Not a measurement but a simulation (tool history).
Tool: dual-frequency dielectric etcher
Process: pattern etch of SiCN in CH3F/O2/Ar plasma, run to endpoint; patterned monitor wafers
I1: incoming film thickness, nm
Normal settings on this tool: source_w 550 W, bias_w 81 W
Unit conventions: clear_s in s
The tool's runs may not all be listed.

Run 1, hour 0: usual settings; I1 11.8. Result: clear_s 24 s.
Run 2, hour 36.2: usual settings; I1 11.8. Result: clear_s 23.9 s.
Run 3, hour 78.3: usual settings but source_w 450 W; I1 11.73. Result: clear_s 25.6 s.
Run 4, hour 107.7: usual settings but source_w 450 W; I1 11.78. Result: clear_s 25.4 s.
Run 5, hour 172.8: usual settings but source_w 600 W; I1 11.8. Result: clear_s 23 s.
Run 6, hour 231.2: usual settings but source_w 600 W; I1 11.79. Result: clear_s 22.8 s.
Run 7, hour 267: usual settings but source_w 600 W; I1 11.76. Result: clear_s 22.5 s.
At hour 334.5: upper electrode replaced.
At hour 341.1: wet clean of the chamber.
At hour 399.9: source power generator calibrated.
Run 8, hour 439.6: usual settings but source_w 470 W, bias_w 70 W; I1 11.79. Result: clear_s 27.1 s.
At hour 499.3: bias power generator calibrated.
Run 9, hour 499.8: usual settings but source_w 660 W; I1 11.71. Result: clear_s 22.6 s.
Run 10, hour 544.4: usual settings but source_w 460 W, bias_w 99 W; I1 11.83. Result: clear_s 24.5 s.

Run 11 has not been measured yet. What should we expect?
Run 11, hour 580.1: usual settings but source_w 610 W, bias_w 69 W; I1 11.82. Result: clear_s ?.

clear_s: 24.7 s
Were there no unlogged condition in the tool, this run, its random variation unchanged, would have produced clear_s 25.3 s.
